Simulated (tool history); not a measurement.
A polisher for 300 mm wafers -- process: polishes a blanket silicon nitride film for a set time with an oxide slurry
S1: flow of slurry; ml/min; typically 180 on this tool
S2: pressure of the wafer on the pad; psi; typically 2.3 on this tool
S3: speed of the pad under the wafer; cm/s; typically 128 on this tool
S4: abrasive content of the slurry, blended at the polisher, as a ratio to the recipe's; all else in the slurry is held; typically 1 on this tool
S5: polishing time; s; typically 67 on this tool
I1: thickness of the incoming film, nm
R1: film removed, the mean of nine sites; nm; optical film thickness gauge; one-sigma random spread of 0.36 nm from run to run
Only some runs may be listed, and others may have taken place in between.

run	hour	S1	S2	S3	S4	S5	I1	R1
1	0	180	2.3	128	1	67	476.9	28.1
2	24.5	180	2.3	128	1	67	482.9	28.2
3	45.7	180	2.3	128	1	67	482.9	28.2
# hour 55.8: slurry blender recalibrated
4	77.1	180	2.3	128	1	67	480.3	28.1
5	111.9	180	2.3	128	1	67	476.7	28.1
# hour 120.7: worn pad replaced by a new one
6	126.6	180	2.3	128	1	67	480.1	28.5
7	156	180	2.3	128	1.2	46	480.6	20.4
8	169.3	180	2.7	128	1.25	67	485.3	34.6
# hour 187.3: head pressure recalibrated
9	190.7	180	2.8	92	1	67	484.4	23.8
10	219.1	195	2.1	160	0.85	67	474.6	27.2
11	235.7	180	2.3	128	1	79	478.1	29.8
12	264.5	180	2.3	90	1	67	477.6	19.4
# hour 289.1: slurry nozzle cleaned
13	291.1	180	2.3	128	1	67	478.6	25.6
# hour 305.5: conditioning disc replaced and pad reconditioned
14	313.6	180	2.3	128	1	67	474.8	27.5
# hour 338.5: worn pad replaced by a new one
15	349.2	215	2.6	158	1	67	481.2	37.1
16	381.1	180	2.3	128	1	67	476.7	28.1
17	395.7	180	2.7	128	0.75	67	481.1	29.1
# hour 414.8: slurry blender recalibrated
18	423.2	115	1.9	128	0.75	60	480.8	18.2
19	458.5	180	1.9	128	1	67	483.8	23.8
20	543.7	155	2.3	146	1.1	56	475.1	26.6
21	568.6	180	2.5	128	1.1	49	474.4	22.6
# hour 576.4: worn pad replaced by a new one
22	593.3	180	2.5	150	1.3	67	475.3	36.6
# hour 629.7: conditioning disc replaced and pad reconditioned
23	630.2	240	2.3	100	1	56	479.9	20.2
24	643.2	180	2.8	98	1	67	485.7	28.2
25	675.6	180	3	164	0.7	67	481.5	39.5
26	693.7	205	2.3	128	1	52	473	23.6
27	719.7	180	2.3	128	1	45	488.8	20.1

Some steps in R1 between neighbouring runs. How much of each would the tool show without its hidden state too (settings, what came in, random variation), and how much is left for the hidden state, with any gauge scatter that isn't in both results?
Hidden state at play: removal rate lost through wear of the pad, %; slurry flow missing at the pad, %; deviation of the head's pressure from its setpoint, %; abrasive missing from the slurry, %; time polished since the conditioner stopped cutting, s.
Run 8 -> 9: S2 2.7 -> 2.8, S3 128 -> 92, S4 1.25 -> 1, head pressure recalibrated. R1 -10.8 nm: hidden state -2.2, all else -8.6.
Run 13 -> 14: conditioning disc replaced and pad reconditioned. R1 +1.9 nm: hidden state +2.2, all else -0.3.
Run 22 -> 23: S1 180 -> 240, S2 2.5 -> 2.3, S3 150 -> 100, S4 1.3 -> 1, S5 67 -> 56, conditioning disc replaced and pad reconditioned. R1 -16.4 nm: hidden state +1, all else -17.4.
Run 25 -> 26: S1 180 -> 205, S2 3 -> 2.3, S3 164 -> 128, S4 0.7 -> 1, S5 67 -> 52. R1 -15.9 nm: hidden state -1.3, all else -14.6.
